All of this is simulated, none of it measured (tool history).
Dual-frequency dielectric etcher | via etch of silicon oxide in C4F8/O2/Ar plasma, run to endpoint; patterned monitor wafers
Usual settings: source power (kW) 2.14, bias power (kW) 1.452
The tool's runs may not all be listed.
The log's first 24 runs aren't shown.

| run | hour | source power (kW) | bias power (kW) | wafers since the last listed run | hours since the last wet clean | hours since the last source power generator calibration | hours since the last bias power generator calibration | hours since the last upper electrode change | incoming incoming film thickness, nm | endpoint time (s) |
|---|---|---|---|---|---|---|---|---|---|---|
| 25 | 1657.1 | 2.14 | 1.734 | 225 | 527.3 | 1199.9 | 280.3 | 851.3 | 1457.8 | 255.5 |
| 26 | 1748.4 | 1.63 | 1.217 | 329 | 618.6 | 1291.2 | 371.6 | 942.6 | 1463.2 | 308.4 |
| 27 | 1802.6 | 2.14 | 1.452 | 195 | 672.8 | 1345.4 | 425.8 | 996.8 | 1457.3 | 268 |
|  | 1866.2 | wet clean of the chamber |
| 28 | 1901.3 | 2.14 | 1.452 | 269 | 35.1 | 1444.1 | 524.5 | 1095.5 | 1436.2 | 261.6 |
| 29 | 1971.9 | 2.14 | 1.32 | 254 | 105.7 | 1514.7 | 595.1 | 1166.1 | 1443 | 266.8 |
| 30 | 2057.3 | 2.63 | 1.211 | 307 | 191.1 | 1600.1 | 680.5 | 1251.5 | 1455.7 | 253.8 |
| 31 | 2131.9 | 2.53 | 1.559 | 269 | 265.7 | 1674.7 | 755.1 | 1326.1 | 1437.1 | 240.5 |
| 32 | 2216.9 | 2.14 | 1.452 | 306 | 350.7 | 1759.7 | 840.1 | 1411.1 | 1447.3 | 266 |
| 33 | 2301.9 | 1.64 | 1.779 | 306 | 435.7 | 1844.7 | 925.1 | 1496.1 | 1446.4 | 283.1 |
| 34 | 2397.3 | 2.29 | 1.807 | 344 | 531.1 | 1940.1 | 1020.5 | 1591.5 | 1433 | 241 |

5 ways to go on from here, each from the tool as it stands after run 34. What would each give?
| A | 2397.8 | 2.3 | 1.452 | 1 | 531.6 | 1940.6 | 1021 | 1592 | 1446.2 | ? |
| B | 2397.8 | 1.79 | 1.283 | 1 | 531.6 | 1940.6 | 1021 | 1592 | 1446.2 | ? |
| C | 2397.8 | 1.67 | 1.092 | 1 | 531.6 | 1940.6 | 1021 | 1592 | 1446.2 | ? |
| D | 2397.8 | 2.14 | 1.203 | 1 | 531.6 | 1940.6 | 1021 | 1592 | 1446.2 | ? |
| E | 2397.8 | 1.77 | 1.258 | 1 | 531.6 | 1940.6 | 1021 | 1592 | 1446.2 | ? |

| run | endpoint time (s) |
|---|---|
| A | 255.1 |
| B | 291.2 |
| C | 309.4 |
| D | 273 |
| E | 293.7 |
Without the tool's hidden state the same runs would have given:
| run | endpoint time (s) |
|---|---|
| A | 255.1 |
| B | 291.2 |
| C | 309.4 |
| D | 273 |
| E | 293.7 |
